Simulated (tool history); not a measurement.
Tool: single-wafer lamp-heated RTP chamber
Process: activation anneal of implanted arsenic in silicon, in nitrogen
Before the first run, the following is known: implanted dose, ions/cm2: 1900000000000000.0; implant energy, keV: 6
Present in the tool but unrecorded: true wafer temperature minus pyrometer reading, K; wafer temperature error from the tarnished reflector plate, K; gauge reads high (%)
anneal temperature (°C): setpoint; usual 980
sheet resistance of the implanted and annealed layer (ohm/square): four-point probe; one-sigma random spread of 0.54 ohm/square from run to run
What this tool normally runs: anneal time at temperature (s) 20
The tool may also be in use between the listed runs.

| run | hour | anneal temperature (°C) | anneal time at temperature (s) | wafers since the last listed run | wafers since the last pyrometer calibration | wafers since the reflector plate was cleaned | hours since the gauge calibration | read-back reference wafer on the same gauge, sheet resistance | sheet resistance of the implanted and annealed layer (ohm/square) |
|---|---|---|---|---|---|---|---|---|---|
| 1 | 0 | 980 | 25 | 0 | 2098 | 9961 | 105.6 | 136.12 | 143.61 |
|  | 43.6 | pyrometer window cleaned and pyrometer calibrated |
| 2 | 53 | 994 | 28 | 430 | 89 | 10391 | 158.6 | 135.91 | 124.42 |
| 3 | 73.9 | 959 | 20 | 199 | 289 | 10591 | 179.5 | 136.25 | 177 |
| 4 | 105.2 | 959 | 20 | 299 | 588 | 10891 | 210.8 | 136.02 | 176.96 |
| 5 | 121.6 | 959 | 20 | 156 | 745 | 11047 | 227.2 | 136.3 | 177.41 |
| 6 | 135.5 | 980 | 20 | 132 | 878 | 11180 | 241.1 | 136.54 | 153.46 |
| 7 | 151.3 | 980 | 20 | 151 | 1029 | 11331 | 256.9 | 136.2 | 152.47 |
| 8 | 228.3 | 980 | 20 | 736 | 1765 | 12068 | 333.9 | 136.76 | 152.22 |
| 9 | 248.5 | 1003 | 27 | 193 | 1959 | 12261 | 354.1 | 136.53 | 116.39 |
| 10 | 269.7 | 980 | 20 | 202 | 2161 | 12463 | 375.3 | 136.21 | 152.45 |
| 11 | 298.8 | 980 | 20 | 278 | 2439 | 12742 | 404.4 | 136.66 | 152.24 |
|  | 318 | reflector plate cleaned |
| 12 | 325.2 | 980 | 20 | 175 | 2615 | 69 | 430.8 | 136.71 | 152.45 |
| 13 | 352.7 | 980 | 12 | 262 | 2878 | 332 | 458.3 | 136.94 | 171.72 |
|  | 382.2 | pyrometer window cleaned and pyrometer calibrated |
| 14 | 382.7 | 980 | 12 | 210 | 4 | 542 | 488.3 | 136.91 | 170.89 |
| 15 | 398.7 | 980 | 20 | 152 | 157 | 695 | 504.3 | 136.91 | 153.94 |
| 16 | 429.9 | 980 | 20 | 298 | 456 | 993 | 535.5 | 137.06 | 153.12 |
| 17 | 448.3 | 980 | 20 | 175 | 632 | 1169 | 553.9 | 137.02 | 153.81 |
| 18 | 483.2 | 980 | 20 | 333 | 965 | 1503 | 588.8 | 137.17 | 153.31 |

What does the tool deliver on the next run?
| 19 | 507 | 980 | 20 | 227 | 1193 | 1730 | 612.6 | ? | ? |

{"run 19": {"read-back reference wafer on the same gauge, sheet resistance": 137.25, "sheet resistance of the implanted and annealed layer (ohm/square)": 153.54}}
Were there no unlogged condition in the tool, this run, its random variation unchanged, would have produced sheet resistance of the implanted and annealed layer (ohm/square) 152.02.

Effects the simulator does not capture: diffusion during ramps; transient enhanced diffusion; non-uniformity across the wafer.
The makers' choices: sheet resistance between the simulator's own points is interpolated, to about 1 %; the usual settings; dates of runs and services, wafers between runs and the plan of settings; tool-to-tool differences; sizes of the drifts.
